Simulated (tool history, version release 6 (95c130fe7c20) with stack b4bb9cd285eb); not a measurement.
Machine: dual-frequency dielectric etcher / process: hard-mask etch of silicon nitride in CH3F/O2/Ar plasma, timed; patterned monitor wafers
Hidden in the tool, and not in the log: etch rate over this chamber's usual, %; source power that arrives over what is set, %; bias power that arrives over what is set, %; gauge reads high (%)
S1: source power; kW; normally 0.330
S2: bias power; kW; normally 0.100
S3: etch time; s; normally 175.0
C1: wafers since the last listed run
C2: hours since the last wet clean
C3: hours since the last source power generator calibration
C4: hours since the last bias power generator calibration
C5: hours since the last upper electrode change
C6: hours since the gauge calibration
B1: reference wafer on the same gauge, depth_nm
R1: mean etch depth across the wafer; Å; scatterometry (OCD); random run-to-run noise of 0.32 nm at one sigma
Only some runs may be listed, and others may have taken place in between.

run   hour     S1     S2     S3   C1     C2      C3      C4      C5     C6     B1    R1
  1    0.0  0.330  0.084  175.0    0  609.4  3438.8  2811.4  2493.7  672.0  136.1  1314
       2.7  -- wet clean of the chamber
  2   61.4  0.330  0.084  175.0  538   58.7  3500.2  2872.8  2555.1  733.4  136.4  1315
      78.4  -- gauge calibrated
  3  109.2  0.330  0.100  175.0  438  106.5  3548.0  2920.6  2602.9   30.8  133.3  1364
  4  182.8  0.330  0.100  175.0  674  180.1  3621.6  2994.2  2676.5  104.4  134.0  1368
  5  270.0  0.330  0.100  175.0  799  267.3  3708.8  3081.4  2763.7  191.6  134.3  1375
  6  313.1  0.330  0.100  175.0  395  310.4  3751.9  3124.5  2806.8  234.7  134.4  1375
  7  377.8  0.330  0.100  175.0  593  375.1  3816.6  3189.2  2871.5  299.4  134.7  1377
     443.5  -- upper electrode replaced
  8  455.8  0.330  0.100  175.0  495  453.1  3894.6  3267.2    12.3  377.4  135.1  1383
  9  494.7  0.280  0.100  175.0  356  492.0  3933.5  3306.1    51.2  416.3  135.3  1310
     580.2  -- wet clean of the chamber
 10  592.8  0.280  0.100  175.0  679   12.6  4031.6  3404.2   149.3  514.4  135.8  1316
 11  640.7  0.390  0.120  221.5  439   60.5  4079.5  3452.1   197.2  562.3  135.9  1983
     670.5  -- bias power generator calibrated
 12  751.7  0.330  0.125  207.5  981  171.5  4190.5    81.2   308.2  673.3  136.5  1800
 13  812.1  0.330  0.100  152.0  553  231.9  4250.9   141.6   368.6  733.7  136.6  1212
     812.8  -- gauge calibrated
     885.5  -- source power generator calibrated
 14  909.2  0.330  0.100  175.0  853  329.0    23.7   238.7   465.7   96.4  133.4  1365

What will run 15 give?
 15  968.6  0.330  0.100  175.0  544  388.4  83.1  298.1  525.1  155.8   ?   ?

Run 15 gave B1 133.6, R1 1366 Å.
With the hidden condition absent and the run-to-run variation left alone, this run would have shown R1 1360 Å.
